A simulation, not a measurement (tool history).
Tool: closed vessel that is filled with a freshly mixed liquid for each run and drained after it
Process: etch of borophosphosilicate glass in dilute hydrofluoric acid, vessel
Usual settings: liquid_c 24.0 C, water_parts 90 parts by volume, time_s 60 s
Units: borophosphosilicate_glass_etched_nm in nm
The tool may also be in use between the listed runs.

run   hour  liquid_c  water_parts  time_s  wafers since the last listed run  hours since the thermometer was replaced  hours since the hydrofluoric acid flow meter was replaced  hours since the gauge calibration  read-back film thickness of the borophosphosilicate glass reference wafer, read on the same gauge (nm)  borophosphosilicate_glass_etched_nm
  1    0.0      24.0           90      60                                 0                                    2437.9                                                     1851.1                              102.3                                                                                                  140.00                                36.45
  2    9.7      24.0           90      60                              1476                                    2447.6                                                     1860.8                              112.0                                                                                                  140.01                                36.99
  3   23.1      24.0           90      60                              2039                                    2461.0                                                     1874.2                              125.4                                                                                                  140.00                                36.46
  4   35.5      20.5           90      80                              1887                                    2473.4                                                     1886.6                              137.8                                                                                                  140.00                                42.50
  5   47.1      20.5           90      80                              1765                                    2485.0                                                     1898.2                              149.4                                                                                                  139.98                                42.12
  6   58.9      24.0          120      60                              1795                                    2496.8                                                     1910.0                              161.2                                                                                                  140.00                                26.68
  7   73.8      24.0          120      60                              2267                                    2511.7                                                     1924.9                              176.1                                                                                                  140.00                                26.51
  8   90.9      24.0           90      60                              2602                                    2528.8                                                     1942.0                              193.2                                                                                                  139.96                                37.17
  9   98.3      24.0           90      60                              1126                                    2536.2                                                     1949.4                              200.6                                                                                                  140.02                                36.64
 10  110.8      24.0           90      60                              1902                                    2548.7                                                     1961.9                              213.1                                                                                                  140.02                                36.76
 11  123.6      24.0           90      60                              1948                                    2561.5                                                     1974.7                              225.9                                                                                                  140.03                                36.40
 12  139.4      24.0           90      60                              2404                                    2577.3                                                     1990.5                              241.7                                                                                                  140.00                                36.90
 13  146.9      24.0           90      60                              1141                                    2584.8                                                     1998.0                              249.2                                                                                                  140.00                                36.72
 14  153.6      24.0           90      60                              1019                                    2591.5                                                     2004.7                              255.9                                                                                                  139.96                                36.66
 15  166.0      23.0           65      60                              1887                                    2603.9                                                     2017.1                              268.3                                                                                                  140.00                                50.82
 16  174.4      21.0           75      35                              1278                                    2612.3                                                     2025.5                              276.7                                                                                                  140.03                                23.21
 17  180.7      24.0           90      60                               958                                    2618.6                                                     2031.8                              283.0                                                                                                  139.98                                36.73
     183.6  -- hydrofluoric acid flow meter replaced
 18  188.7      24.0           90      60                              1065                                    2626.6                                                        5.1                              291.0                                                                                                  140.02                                32.45
 19  199.4      24.0           90      60                              1628                                    2637.3                                                       15.8                              301.7                                                                                                  139.96                                32.49
 20  210.7      22.0           90      90                              1719                                    2648.6                                                       27.1                              313.0                                                                                                  140.01                                44.84
 21  221.5      24.0           90      60                              1643                                    2659.4                                                       37.9                              323.8                                                                                                  140.02                                32.21
     224.5  -- thermometer replaced
 22  235.8      24.0           90      60                              2024                                      11.3                                                       52.2                              338.1                                                                                                  139.97                                32.61
 23  250.0      25.5          125      35                              2161                                      25.5                                                       66.4                              352.3                                                                                                  139.99                                13.90
     256.8  -- gauge calibrated
 24  262.3      24.0          115      60                              1871                                      37.8                                                       78.7                                5.5                                                                                                  140.00                                24.64
 25  274.0      24.0          105      75                              1780                                      49.5                                                       90.4                               17.2                                                                                                  139.99                                34.55
 26  285.6      20.5           90      45                              1765                                      61.1                                                      102.0                               28.8                                                                                                  140.02                                21.13

The next listed run, before its measurement:
 27  297.4      24.0           75      60                              1795                                      72.9                                                      113.8                               40.6                                                                                                       ?                                    ?

Run 27 gave read-back film thickness of the borophosphosilicate glass reference wafer, read on the same gauge (nm) 139.98, borophosphosilicate_glass_etched_nm 40.01 nm.
Without the tool's hidden state the same run would have given borophosphosilicate_glass_etched_nm 39.25 nm.

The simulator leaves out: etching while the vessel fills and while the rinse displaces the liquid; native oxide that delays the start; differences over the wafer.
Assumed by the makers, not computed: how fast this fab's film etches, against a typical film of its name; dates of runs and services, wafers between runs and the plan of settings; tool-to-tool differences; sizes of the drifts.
